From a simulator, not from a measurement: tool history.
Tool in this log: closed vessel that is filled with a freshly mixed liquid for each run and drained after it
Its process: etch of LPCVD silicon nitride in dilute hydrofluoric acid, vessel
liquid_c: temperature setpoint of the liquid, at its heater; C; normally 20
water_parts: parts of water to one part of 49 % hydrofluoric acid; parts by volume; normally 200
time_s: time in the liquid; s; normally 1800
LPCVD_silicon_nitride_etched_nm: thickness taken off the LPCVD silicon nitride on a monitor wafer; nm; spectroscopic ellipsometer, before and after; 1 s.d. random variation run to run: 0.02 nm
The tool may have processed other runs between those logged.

run,day,liquid_c,water_parts,time_s,"read-back film thickness of the LPCVD silicon nitride reference wafer, read on the same gauge (nm)",LPCVD_silicon_nitride_etched_nm
1,0,20,200,1800,39.984,3.865
2,0.717,20,200,1380,39.995,2.929
3,2.742,20,200,1380,39.998,2.941
4,3.133,20,200,1800,40.007,3.837
5,3.729,20,200,1800,39.977,3.817
6,4.079,20,200,1800,39.999,3.82
7,4.712,22.5,200,2030,39.99,5.113
8,5.067,20,200,1085,40.002,2.338
9,5.462,20,200,1085,40.01,2.291
# day 5.492: gauge calibrated
10,6.192,22,200,1800,39.987,4.369
11,6.833,20,200,1800,40,3.855
# day 7.054: thermometer replaced
12,7.55,22.5,160,1800,39.953,5.634
13,7.917,20,200,1070,40.012,2.285
14,8.658,20,275,1800,40.026,2.824
15,9.104,20,200,1230,40.005,2.651
16,9.783,20,150,1800,39.993,5.119
17,10.733,17.5,270,2675,40.002,3.655
18,11.15,24,230,1800,40.001,4.342
# day 11.529: hydrofluoric acid flow meter replaced
19,11.592,24,200,1800,39.988,5.003

What does the tool deliver on the next run?
20,11.933,17,200,1005,?,?

Run 20 measured read-back film thickness of the LPCVD silicon nitride reference wafer, read on the same gauge (nm) 40.047, LPCVD_silicon_nitride_etched_nm 1.76 nm.
The same run, on a tool lacking any hidden state, would have yielded LPCVD_silicon_nitride_etched_nm 1.76 nm.
